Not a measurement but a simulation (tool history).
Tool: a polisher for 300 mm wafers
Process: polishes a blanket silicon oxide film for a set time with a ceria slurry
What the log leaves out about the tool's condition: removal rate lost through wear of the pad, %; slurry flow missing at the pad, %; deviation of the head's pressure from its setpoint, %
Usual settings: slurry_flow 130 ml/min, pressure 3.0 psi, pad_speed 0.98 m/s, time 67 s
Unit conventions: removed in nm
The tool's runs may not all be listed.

run,hour,slurry_flow,pressure,pad_speed,time,wafers since the last listed run,wafers polished on this pad,hours since the slurry nozzle was cleaned,hours since the head pressure was calibrated,"incoming thickness of the incoming film, nm",removed
1,0.0,130,3.0,0.98,67,0,816,150.7,1170.8,959.8,221.9
# hour 13.6: worn pad replaced by a new one
2,14.1,145,3.0,0.98,67,103,4,164.8,1184.9,980.0,222.2
3,26.7,145,3.0,0.98,67,129,134,177.4,1197.5,984.2,219.7
4,69.7,145,3.0,0.98,67,442,577,220.4,1240.5,980.2,216.4
5,76.1,130,3.0,0.84,75,65,642,226.8,1246.9,976.4,209.0
6,85.1,130,3.0,0.84,75,92,735,235.8,1255.9,997.0,214.5
7,102.2,130,3.0,1.06,67,175,911,252.9,1273.0,979.3,218.2
8,116.2,130,3.0,1.06,67,144,1055,266.9,1287.0,981.5,216.5
# hour 124.8: worn pad replaced by a new one
9,125.3,130,3.0,0.70,67,52,5,276.0,1296.1,966.1,169.2
# hour 153.5: head pressure recalibrated
10,176.9,130,3.0,0.70,67,510,515,327.6,23.4,974.4,157.5
11,184.7,130,3.0,0.70,67,80,595,335.4,31.2,991.0,156.4
12,201.5,100,3.0,0.98,67,172,768,352.2,48.0,970.9,179.3
# hour 204.8: slurry nozzle cleaned
13,217.3,100,3.0,0.98,67,152,920,12.5,63.8,978.5,211.3
14,232.8,100,3.0,0.98,67,159,1080,28.0,79.3,1000.5,215.0
# hour 236.9: worn pad replaced by a new one
15,243.5,130,3.0,0.98,67,68,68,38.7,90.0,979.5,225.4
16,254.9,130,3.0,0.98,67,117,185,50.1,101.4,993.1,220.9
17,264.5,130,3.0,0.98,87,98,284,59.7,111.0,969.2,283.5
18,280.9,150,3.0,0.66,73,168,453,76.1,127.4,990.5,193.4
19,291.0,130,3.0,0.98,67,103,557,86.2,137.5,964.0,217.8
20,299.6,130,2.3,0.98,53,88,645,94.8,146.1,983.6,133.5
# hour 328.5: worn pad replaced by a new one
21,339.8,95,2.3,0.76,67,372,115,135.0,186.3,971.7,132.5
22,352.6,100,3.0,0.98,67,131,247,147.8,199.1,977.8,203.6
23,359.6,130,3.0,0.98,77,72,319,154.8,206.1,992.3,248.6
24,368.4,120,3.0,0.98,73,90,410,163.6,214.9,984.7,237.2
25,375.4,130,3.0,0.98,67,72,482,170.6,221.9,975.6,211.9
26,393.3,105,2.3,1.16,67,184,666,188.5,239.8,981.6,178.8
27,400.2,130,3.0,0.88,67,70,737,195.4,246.7,975.8,196.0
28,425.1,160,3.0,0.98,81,256,993,220.3,271.6,996.8,271.9
# hour 438.6: worn pad replaced by a new one
29,461.0,105,2.0,0.98,85,328,230,256.2,307.5,970.0,168.6
30,478.9,130,3.0,0.98,88,184,415,274.1,325.4,975.8,270.2
31,493.6,110,2.3,1.10,86,151,566,288.8,340.1,990.0,213.3
32,502.6,110,2.4,0.98,74,92,658,297.8,349.1,967.1,175.2

Branching from run 32: 4 alternative next runs. What would each branch give?
A,503.0,130,3.0,0.98,46,4,663,298.2,349.5,977.0,?
B,503.0,145,3.0,0.70,50,4,663,298.2,349.5,977.0,?
C,503.0,130,2.6,0.82,83,4,663,298.2,349.5,977.0,?
D,503.0,105,3.0,0.98,78,4,663,298.2,349.5,977.0,?

run,removed
A,138.5
B,124.0
C,193.3
D,218.5
Without the tool's hidden state the same runs would have given:
run,removed
A,153.6
B,136.1
C,214.3
D,247.7
